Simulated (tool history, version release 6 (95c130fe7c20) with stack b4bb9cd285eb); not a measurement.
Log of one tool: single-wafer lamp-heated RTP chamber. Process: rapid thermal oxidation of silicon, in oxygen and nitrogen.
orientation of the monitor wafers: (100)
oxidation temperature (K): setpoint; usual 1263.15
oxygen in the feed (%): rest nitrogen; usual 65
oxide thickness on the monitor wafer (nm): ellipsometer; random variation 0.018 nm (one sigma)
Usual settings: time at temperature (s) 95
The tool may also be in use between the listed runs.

run	hour	oxidation temperature (K)	time at temperature (s)	oxygen in the feed (%)	wafers since the last listed run	wafers since the last pyrometer calibration	hours since the oxygen flow controller was replaced	hours since the gauge calibration	read-back reference wafer on the same gauge, thickness	oxide thickness on the monitor wafer (nm)
1	0	1263.15	95	65	0	43	4417.6	1636.5	6.358	5.59
2	43.5	1263.15	95	72	205	249	4461.1	1680	6.362	5.822
3	92.8	1263.15	95	72	232	482	4510.4	1729.3	6.357	5.785
4	136.5	1263.15	95	65	206	688	4554.1	1773	6.359	5.588
5	210.4	1263.15	95	65	349	1038	4628	1846.9	6.367	5.614
6	295.1	1263.15	95	65	400	1438	4712.7	1931.6	6.361	5.619
7	377	1250.15	95	65	387	1825	4794.6	2013.5	6.362	5.145
8	483.2	1263.15	95	65	501	2327	4900.8	2119.7	6.363	5.628
9	553.4	1263.15	95	65	331	2658	4971	2189.9	6.361	5.628
10	625	1263.15	95	65	338	2997	5042.6	2261.5	6.36	5.687
# hour 682.2: gauge calibrated
11	687	1279.15	95	65	292	3290	5104.6	4.8	6.368	6.356
12	784	1248.15	95	65	458	3748	5201.6	101.8	6.358	5.076
13	835.5	1275.15	50	65	243	3991	5253.1	153.3	6.363	4.711
# hour 847.1: oxygen flow controller replaced
14	908.3	1281.15	134	54	306	4298	61.2	226.1	6.363	7.119
# hour 969.5: pyrometer window cleaned and pyrometer calibrated
15	1009.5	1263.15	95	65	440	188	162.4	327.3	6.364	5.621
16	1058.2	1234.15	95	65	230	418	211.1	376	6.359	4.55
17	1146.7	1263.15	95	65	418	837	299.6	464.5	6.362	5.58
18	1220.8	1281.15	54	65	350	1187	373.7	538.6	6.358	5.019
19	1326.5	1243.15	133	65	499	1686	479.4	644.3	6.361	5.594
20	1417	1242.15	95	93	427	2114	569.9	734.8	6.365	5.474
21	1523.2	1234.15	95	65	501	2616	676.1	841	6.359	4.569
22	1621.7	1292.15	95	65	465	3081	774.6	939.5	6.357	7.031
23	1725.4	1263.15	95	65	490	3571	878.3	1043.2	6.359	5.686

Forecast each of these 3 alternatives for the next run:
A	1725.9	1263.15	95	65	2	3574	878.8	1043.7	?	?
B	1725.9	1249.15	111	44	2	3574	878.8	1043.7	?	?
C	1725.9	1278.15	95	54	2	3574	878.8	1043.7	?	?

run	read-back reference wafer on the same gauge, thickness	oxide thickness on the monitor wafer (nm)
A	6.357	5.649
B	6.357	4.785
C	6.357	5.907
Without the tool's hidden state the same runs would have given:
run	oxide thickness on the monitor wafer (nm)
A	5.556
B	4.708
C	5.811
